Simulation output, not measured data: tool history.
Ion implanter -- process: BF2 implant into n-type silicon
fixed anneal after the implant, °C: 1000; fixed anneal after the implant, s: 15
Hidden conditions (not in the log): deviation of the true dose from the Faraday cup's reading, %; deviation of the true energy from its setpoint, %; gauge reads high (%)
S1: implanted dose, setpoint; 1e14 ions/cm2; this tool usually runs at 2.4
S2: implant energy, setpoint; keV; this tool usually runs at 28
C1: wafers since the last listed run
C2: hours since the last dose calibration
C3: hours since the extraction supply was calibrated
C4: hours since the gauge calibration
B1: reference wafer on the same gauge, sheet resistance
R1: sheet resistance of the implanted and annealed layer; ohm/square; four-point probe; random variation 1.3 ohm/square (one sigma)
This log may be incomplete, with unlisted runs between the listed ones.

Run 1, day 0: usual settings but S1 2.73 1e14 ions/cm2; C1 0; C2 992.9; C3 5051.5; C4 942.1; B1 550.63. Result: R1 416.73 ohm/square.
Run 2, day 2.596: usual settings but S1 2.73 1e14 ions/cm2; C1 908; C2 1055.2; C3 5113.8; C4 1004.4; B1 551.17. Result: R1 417.33 ohm/square.
Run 3, day 5.921: usual settings; C1 1163; C2 1135; C3 5193.6; C4 1084.2; B1 551.08. Result: R1 465.47 ohm/square.
Run 4, day 14.138: usual settings; C1 2874; C2 1332.2; C3 5390.8; C4 1281.4; B1 550.99. Result: R1 464.02 ohm/square.
Run 5, day 17.962: usual settings but S1 1.91 1e14 ions/cm2, S2 26 keV; C1 1338; C2 1424; C3 5482.6; C4 1373.2; B1 550.86. Result: R1 560.78 ohm/square.
Run 6, day 22.088: usual settings but S2 26 keV; C1 1443; C2 1523; C3 5581.6; C4 1472.2; B1 551.15. Result: R1 464.09 ohm/square.
Run 7, day 23.992: usual settings but S2 26 keV; C1 666; C2 1568.7; C3 5627.3; C4 1517.9; B1 551.25. Result: R1 461.08 ohm/square.
Run 8, day 27.129: usual settings but S2 26 keV; C1 1097; C2 1644; C3 5702.6; C4 1593.2; B1 550.54. Result: R1 462.19 ohm/square.
Run 9, day 30.996: usual settings but S1 2.61 1e14 ions/cm2; C1 1352; C2 1736.8; C3 5795.4; C4 1686; B1 550.91. Result: R1 427.7 ohm/square.
Run 10, day 33.75: usual settings but S1 2.61 1e14 ions/cm2; C1 963; C2 1802.9; C3 5861.5; C4 1752.1; B1 551.12. Result: R1 425.28 ohm/square.
At day 36.262: gauge calibrated.
Run 11, day 37.533: usual settings but S1 2.19 1e14 ions/cm2; C1 1323; C2 1893.7; C3 5952.3; C4 30.5; B1 551.12. Result: R1 493.49 ohm/square.
Run 12, day 39.554: usual settings but S1 2.75 1e14 ions/cm2, S2 23.5 keV; C1 707; C2 1942.2; C3 6000.8; C4 79; B1 551.19. Result: R1 410.14 ohm/square.
Run 13, day 41.679: usual settings; C1 743; C2 1993.2; C3 6051.8; C4 130; B1 551.17. Result: R1 454.37 ohm/square.
At day 44.929: extraction supply calibrated.
Run 14, day 45.121: usual settings; C1 1087; C2 2075.8; C3 4.6; C4 212.6; B1 551.05. Result: R1 453.11 ohm/square.
Run 15, day 47.742: usual settings but S2 23.5 keV; C1 917; C2 2138.7; C3 67.5; C4 275.5; B1 550.9. Result: R1 458.56 ohm/square.
Run 16, day 49.471: usual settings but S2 23.5 keV; C1 605; C2 2180.2; C3 109; C4 317; B1 550.9. Result: R1 460.07 ohm/square.
Run 17, day 51.9: usual settings but S2 23.5 keV; C1 849; C2 2238.5; C3 167.3; C4 375.3; B1 551.13. Result: R1 458.7 ohm/square.
Run 18, day 53.771: usual settings; C1 654; C2 2283.4; C3 212.2; C4 420.2; B1 551.31. Result: R1 452.36 ohm/square.
Run 19, day 57.579: usual settings; C1 1332; C2 2374.8; C3 303.6; C4 511.6; B1 551.03. Result: R1 448.68 ohm/square.
At day 59.05: Faraday cup replaced and dose calibrated.
Run 20, day 60.171: usual settings but S2 33.5 keV; C1 790; C2 26.9; C3 365.8; C4 573.8; B1 551.19. Result: R1 462.55 ohm/square.
Run 21, day 63.058: usual settings but S1 2.97 1e14 ions/cm2, S2 32.5 keV; C1 1010; C2 96.2; C3 435.1; C4 643.1; B1 551.08. Result: R1 386.61 ohm/square.
Run 22, day 66.375: usual settings; C1 1160; C2 175.8; C3 514.7; C4 722.7; B1 550.57. Result: R1 468.65 ohm/square.
Run 23, day 69.117: usual settings but S1 2.16 1e14 ions/cm2, S2 20.5 keV; C1 959; C2 241.6; C3 580.5; C4 788.5; B1 551.38. Result: R1 524.97 ohm/square.
Run 24, day 73.475: usual settings but S1 1.72 1e14 ions/cm2; C1 1524; C2 346.2; C3 685.1; C4 893.1; B1 551.05. Result: R1 619.12 ohm/square.
Run 25, day 76.688: usual settings but S1 2.58 1e14 ions/cm2; C1 1124; C2 423.3; C3 762.2; C4 970.2; B1 550.86. Result: R1 438.7 ohm/square.
Run 26, day 78.617: usual settings; C1 674; C2 469.6; C3 808.5; C4 1016.5; B1 551.02. Result: R1 467.71 ohm/square.
Run 27, day 82.354: usual settings but S1 3 1e14 ions/cm2, S2 20 keV; C1 1307; C2 559.3; C3 898.2; C4 1106.2; B1 551.05. Result: R1 399.34 ohm/square.
Run 28, day 84.762: usual settings but S2 22 keV; C1 842; C2 617.1; C3 956; C4 1164; B1 550.9. Result: R1 475.78 ohm/square.
Run 29, day 86.292: usual settings but S1 3.08 1e14 ions/cm2, S2 22 keV; C1 535; C2 653.8; C3 992.7; C4 1200.7; B1 550.91. Result: R1 386.97 ohm/square.
Run 30, day 89.654: usual settings but S1 2.97 1e14 ions/cm2, S2 24.5 keV; C1 1176; C2 734.5; C3 1073.4; C4 1281.4; B1 551.01. Result: R1 392.26 ohm/square.
Run 31, day 93.875: usual settings but S1 2.75 1e14 ions/cm2, S2 20 keV; C1 1476; C2 835.8; C3 1174.7; C4 1382.7; B1 551.13. Result: R1 426.85 ohm/square.
Run 32, day 96.858: usual settings; C1 1043; C2 907.4; C3 1246.3; C4 1454.3; B1 550.61. Result: R1 462.38 ohm/square.
Run 33, day 100.054: usual settings; C1 1118; C2 984.1; C3 1323; C4 1531; B1 551.02. Result: R1 464.61 ohm/square.
Run 34, day 102.571: usual settings but S1 2.89 1e14 ions/cm2, S2 19 keV; C1 880; C2 1044.5; C3 1383.4; C4 1591.4; B1 550.88. Result: R1 407.73 ohm/square.
Run 35, day 104.288: usual settings but S1 2.87 1e14 ions/cm2, S2 37.5 keV; C1 600; C2 1085.7; C3 1424.6; C4 1632.6; B1 551.12. Result: R1 390.32 ohm/square.

Across each entry between runs, compare the hidden state at the last listed run before it with the hidden state at the first listed run after it:
Runs 10 to 11: gauge calibrated (day 36.262)
  deviation of the true dose from the Faraday cup's reading, %: 2.73 -> 3.02
  measured result minus the result with no hidden state, R1: -9.75 -> -12.38 ohm/square
Runs 13 to 14: extraction supply calibrated (day 44.929)
  deviation of the true dose from the Faraday cup's reading, %: 3.35 -> 3.64
  measured result minus the result with no hidden state, R1: -12.72 -> -13.77 ohm/square
Runs 19 to 20: Faraday cup replaced and dose calibrated (day 59.05)
  deviation of the true dose from the Faraday cup's reading, %: 4.78 -> 0.126
  measured result minus the result with no hidden state, R1: -17.91 -> -0.48 ohm/square

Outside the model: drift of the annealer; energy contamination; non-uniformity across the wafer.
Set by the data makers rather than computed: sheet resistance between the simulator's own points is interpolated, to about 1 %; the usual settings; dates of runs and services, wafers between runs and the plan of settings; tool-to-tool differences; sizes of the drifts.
